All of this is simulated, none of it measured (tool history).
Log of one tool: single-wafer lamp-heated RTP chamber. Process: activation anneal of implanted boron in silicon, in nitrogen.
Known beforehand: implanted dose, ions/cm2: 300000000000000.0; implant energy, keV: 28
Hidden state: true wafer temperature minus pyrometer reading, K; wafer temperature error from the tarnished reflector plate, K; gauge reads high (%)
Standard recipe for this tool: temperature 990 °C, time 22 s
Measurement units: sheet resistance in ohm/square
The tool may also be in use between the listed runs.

run     day  temperature  time  wafers since the last listed run  wafers since the last pyrometer calibration  wafers since the reflector plate was cleaned  hours since the gauge calibration  read-back reference wafer on the same gauge, sheet resistance  sheet resistance
  1   0.000          990    22                                 0                                         1882                                          1702                              263.9                                                         358.84            320.79
  2   0.546          969    28                               171                                         2053                                          1873                              277.0                                                         358.65            337.73
  3   0.846          969    28                                94                                         2147                                          1967                              284.2                                                         359.20            337.26
      0.904  -- gauge calibrated
  4   1.104          971    22                                80                                         2228                                          2048                                4.8                                                         359.08            336.19
  5   1.550          971    22                               139                                         2368                                          2188                               15.5                                                         358.80            338.09
  6   2.117          990    22                               177                                         2545                                          2366                               29.1                                                         359.22            318.83
  7   2.792          990    22                               211                                         2757                                          2577                               45.3                                                         359.12            320.23
  8   3.133          990    22                               107                                         2864                                          2684                               53.5                                                         359.02            319.72
  9   3.475          990    22                               107                                         2971                                          2791                               61.7                                                         359.02            320.31
 10   3.929          990    22                               142                                         3114                                          2934                               72.6                                                         358.63            319.05
 11   4.608          999    22                               212                                         3327                                          3147                               88.9                                                         359.25            314.39
 12   4.888          999    22                                87                                         3414                                          3234                               95.6                                                         359.32            314.91
 13   5.350          990    22                               144                                         3559                                          3379                              106.7                                                         358.80            320.24
 14   5.742          990    22                               122                                         3682                                          3502                              116.1                                                         358.93            319.25
 15   6.392          990    22                               203                                         3886                                          3706                              131.7                                                         359.18            318.25
 16   7.033          981    10                               201                                         4087                                          3907                              147.1                                                         359.16            327.84
 17   7.350          990    22                                99                                         4186                                          4006                              154.7                                                         359.02            318.49
 18   7.992          967    12                               201                                         4387                                          4207                              170.1                                                         358.76            339.32
 19   8.488         1003    27                               155                                         4543                                          4363                              182.0                                                         358.62            311.07
 20   8.808         1010    12                               100                                         4643                                          4464                              189.7                                                         359.32            313.64
      9.492  -- pyrometer window cleaned and pyrometer calibrated
 21   9.512          990    22                               116                                            6                                          4580                              206.6                                                         359.29            320.15
 22  10.008          990    22                               155                                          161                                          4735                              218.5                                                         358.97            322.14
 23  10.417         1019    22                               128                                          289                                          4863                              228.3                                                         359.11            312.45
 24  11.067          990    27                               203                                          493                                          5067                              243.9                                                         358.77            319.41
 25  11.808          961    18                               232                                          725                                          5300                              261.7                                                         359.04            364.66
     12.017  -- gauge calibrated
     12.212  -- reflector plate cleaned
 26  12.425          990    22                                88                                          814                                            66                                9.8                                                         359.14            320.24
 27  13.088          990    10                               207                                         1022                                           274                               25.7                                                         358.87            327.70
 28  13.608          970    17                               163                                         1185                                           437                               38.2                                                         358.81            346.30
 29  14.000         1005    27                               122                                         1308                                           560                               47.6                                                         359.16            315.84
 30  14.654          990    22                               205                                         1513                                           765                               63.3                                                         359.20            320.75
 31  15.271          990    22                               193                                         1706                                           958                               78.1                                                         359.26            321.42
 32  15.883         1009    33                               192                                         1898                                          1150                               92.8                                                         358.98            313.12
 33  16.512          990    34                               197                                         2096                                          1348                              107.9                                                         359.21            318.30
 34  17.167          990    22                               205                                         2301                                          1553                              123.6                                                         359.05            320.64
 35  17.592          980    29                               133                                         2434                                          1686                              133.8                                                         359.01            325.83
 36  18.338          990    22                               233                                         2668                                          1920                              151.7                                                         358.82            320.22

5 options for the next run, each taken on its own from the tool as it stands now. Forecast them:
  A  18.354          975    22                                 5                                         2673                                          1925                              152.1                                                              ?                 ?
  B  18.354          967    32                                 5                                         2673                                          1925                              152.1                                                              ?                 ?
  C  18.354          966    18                                 5                                         2673                                          1925                              152.1                                                              ?                 ?
  D  18.354          990    33                                 5                                         2673                                          1925                              152.1                                                              ?                 ?
  E  18.354         1007    16                                 5                                         2673                                          1925                              152.1                                                              ?                 ?

run  read-back reference wafer on the same gauge, sheet resistance  sheet resistance
  A                                                         359.24            332.00
  B                                                         359.24            337.27
  C                                                         359.24            347.40
  D                                                         359.24            317.81
  E                                                         359.24            314.58
Take away the tool's hidden state, keep each run's random variation, and the runs would have read:
run  sheet resistance
  A            336.60
  B            342.69
  C            354.60
  D            319.75
  E            315.61
